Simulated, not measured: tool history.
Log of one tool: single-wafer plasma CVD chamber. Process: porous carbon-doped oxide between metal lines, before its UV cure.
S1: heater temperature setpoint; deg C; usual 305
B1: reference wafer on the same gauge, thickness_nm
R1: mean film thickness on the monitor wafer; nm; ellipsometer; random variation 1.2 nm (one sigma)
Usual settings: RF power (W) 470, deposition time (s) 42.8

Run 1, hour 0.0: usual settings but RF power (W) 525; B1 238.760. Result: R1 217.223 nm.
Run 2, hour 50.1: usual settings but RF power (W) 525; B1 238.997. Result: R1 218.254 nm.
Run 3, hour 101.2: usual settings but RF power (W) 525; B1 239.014. Result: R1 213.461 nm.
Run 4, hour 131.1: usual settings but deposition time (s) 40.3; B1 238.486. Result: R1 193.761 nm.
Run 5, hour 163.7: usual settings but deposition time (s) 40.3; B1 239.584. Result: R1 191.214 nm.
Run 6, hour 196.4: usual settings; B1 239.004. Result: R1 204.484 nm.
Run 7, hour 225.1: usual settings; B1 238.800. Result: R1 204.950 nm.
Run 8, hour 291.0: usual settings; B1 238.879. Result: R1 205.698 nm.
At hour 302.8: gauge calibrated.
Run 9, hour 349.2: usual settings; B1 238.848. Result: R1 203.719 nm.
Run 10, hour 373.6: usual settings but RF power (W) 390; B1 238.603. Result: R1 185.177 nm.
At hour 457.5: RF generator calibrated.
At hour 465.3: thermocouple changed; heater temperature recalibrated.
Run 11, hour 508.9: usual settings; B1 239.017. Result: R1 197.558 nm.
At hour 549.7: RF generator calibrated, repeated, since the last time left the tool worse.
Run 12, hour 550.6: usual settings but S1 296 deg C, deposition time (s) 48.2; B1 238.886. Result: R1 251.900 nm.
At hour 570.6: showerhead replaced.
Run 13, hour 609.3: usual settings but S1 297 deg C, RF power (W) 565, deposition time (s) 47.5; B1 238.478. Result: R1 268.165 nm.
Run 14, hour 666.8: usual settings but S1 295 deg C, RF power (W) 530; B1 238.792. Result: R1 234.000 nm.
Run 15, hour 725.7: usual settings but S1 314 deg C, RF power (W) 445, deposition time (s) 49.1; B1 239.212. Result: R1 220.657 nm.

Forecast run 16:
Run 16, hour 757.2: usual settings but S1 301 deg C, RF power (W) 445; B1 ?. Result: R1 ?.

{"run 16": {"B1": 239.053, "R1": 208.336}}
Without the tool's hidden state the same run would have given R1 209.570 nm.
